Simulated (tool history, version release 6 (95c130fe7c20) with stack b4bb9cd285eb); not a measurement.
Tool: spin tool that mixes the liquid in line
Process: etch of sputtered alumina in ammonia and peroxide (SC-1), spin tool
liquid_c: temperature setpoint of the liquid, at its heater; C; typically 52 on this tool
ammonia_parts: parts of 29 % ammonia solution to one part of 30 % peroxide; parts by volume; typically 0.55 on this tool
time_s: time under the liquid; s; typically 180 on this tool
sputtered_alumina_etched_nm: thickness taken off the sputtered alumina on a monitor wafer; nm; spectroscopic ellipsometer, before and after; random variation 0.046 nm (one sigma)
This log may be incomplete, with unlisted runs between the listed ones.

run,day,liquid_c,ammonia_parts,time_s,wafers since the last listed run,hours since the thermometer was replaced,hours since the ammonia flow meter was replaced,hours since the heated supply line was repaired,hours since the drum of ammonia solution was connected,hours since the gauge calibration,"read-back film thickness of the sputtered alumina reference wafer, read on the same gauge (nm)",sputtered_alumina_etched_nm
1,0,52,0.55,180,0,2681.8,1536.7,740.4,133.8,285.8,50.01,7.44
2,2.408,47.5,0.85,90,268,2739.6,1594.5,798.2,191.6,343.6,50,3
3,4.529,55,0.8,180,236,2790.5,1645.4,849.1,242.5,394.5,49.99,9.01
4,6.308,52,0.55,180,198,2833.2,1688.1,891.8,285.2,437.2,50,7.27
5,8.321,52,0.55,180,224,2881.5,1736.4,940.1,333.5,485.5,50.01,7.28
# day 8.912: thermometer replaced
6,11.212,44.5,0.55,225,317,55.2,1805.8,1009.5,402.9,554.9,50.01,6.28
# day 11.358: new drum of ammonia solution connected
7,13.05,56,0.75,180,200,99.3,1849.9,1053.6,40.6,599,49.99,9.58
# day 15.738: ammonia flow meter replaced
8,15.758,61,0.7,180,297,164.3,0.5,1118.6,105.6,664,50,12.47
9,17.275,47,0.55,255,169,200.7,36.9,1155,142,700.4,50,8.17
10,19.488,52,0.55,180,246,253.8,90,1208.1,195.1,753.5,50,7.56
# day 20.075: heated supply line repaired
11,21.071,52,0.3,180,171,291.8,128,23.9,233.1,791.5,50.02,7.23
# day 21.846: thermometer replaced, repeated, since the last time left the tool worse
12,22.488,52,0.7,270,153,15.4,162,57.9,267.1,825.5,50.02,11.12
13,24.204,58.5,0.7,180,191,56.6,203.2,99.1,308.3,866.7,50,10.23
14,25.925,52,0.55,140,191,97.9,244.5,140.4,349.6,908,50.01,5.55
15,27.558,48,0.7,245,182,137.1,283.7,179.6,388.8,947.2,49.99,8.07
# day 28.2: new drum of ammonia solution connected
16,29.725,56.5,0.85,120,236,189.1,335.7,231.6,36.6,999.2,50.01,6.28
17,31.529,52,0.75,250,201,232.4,379,274.9,79.9,1042.5,49.99,10.35
18,32.904,56,0.3,210,153,265.4,412,307.9,112.9,1075.5,50.01,9.82
19,35.667,61.5,0.65,280,307,331.7,478.3,374.2,179.2,1141.8,50.02,18.65
20,38.367,43.5,0.55,180,300,396.5,543.1,439,244,1206.6,49.99,4.47
21,40.408,52,0.55,180,227,445.5,592.1,488,293,1255.6,50.01,7.13
22,43.008,60.5,0.55,285,289,507.9,654.5,550.4,355.4,1318,50.01,17.84
# day 43.571: gauge calibrated
23,45.062,47.5,0.8,260,228,557.2,703.8,599.7,404.7,35.8,50,8.42

Describe how what the log doesn't record of the tool's condition differs between the last listed run preceding each entry between runs and the first listed run following it.
Runs 5 to 6: thermometer replaced (day 8.912)
  liquid hotter than its thermometer reads (K): 0.657 -> 1.11
  measured value less the no-hidden-state value, sputtered_alumina_etched_nm: +0.26 -> +0.39 nm
Runs 6 to 7: new drum of ammonia solution connected (day 11.358)
  liquid hotter than its thermometer reads (K): 1.11 -> 1.12
  measured value less the no-hidden-state value, sputtered_alumina_etched_nm: +0.39 -> +0.55 nm
Runs 7 to 8: ammonia flow meter replaced (day 15.738)
  liquid hotter than its thermometer reads (K): 1.12 -> 1.14
  measured value less the no-hidden-state value, sputtered_alumina_etched_nm: +0.55 -> +0.7 nm
Runs 10 to 11: heated supply line repaired (day 20.075)
  no hidden state differs between the two runs
  measured value less the no-hidden-state value, sputtered_alumina_etched_nm: +0.46 -> +0.44 nm
Runs 11 to 12: thermometer replaced, repeated, since the last time left the tool worse (day 21.846)
  liquid hotter than its thermometer reads (K): 1.16 -> 0.0854
  measured value less the no-hidden-state value, sputtered_alumina_etched_nm: +0.44 -> +0.06 nm
Runs 15 to 16: new drum of ammonia solution connected (day 28.2)
  liquid hotter than its thermometer reads (K): 0.112 -> 0.123
  measured value less the no-hidden-state value, sputtered_alumina_etched_nm: +0.05 -> +0.04 nm
Runs 22 to 23: gauge calibrated (day 43.571)
  liquid hotter than its thermometer reads (K): 0.192 -> 0.203
  measured value less the no-hidden-state value, sputtered_alumina_etched_nm: +0.17 -> +0.1 nm

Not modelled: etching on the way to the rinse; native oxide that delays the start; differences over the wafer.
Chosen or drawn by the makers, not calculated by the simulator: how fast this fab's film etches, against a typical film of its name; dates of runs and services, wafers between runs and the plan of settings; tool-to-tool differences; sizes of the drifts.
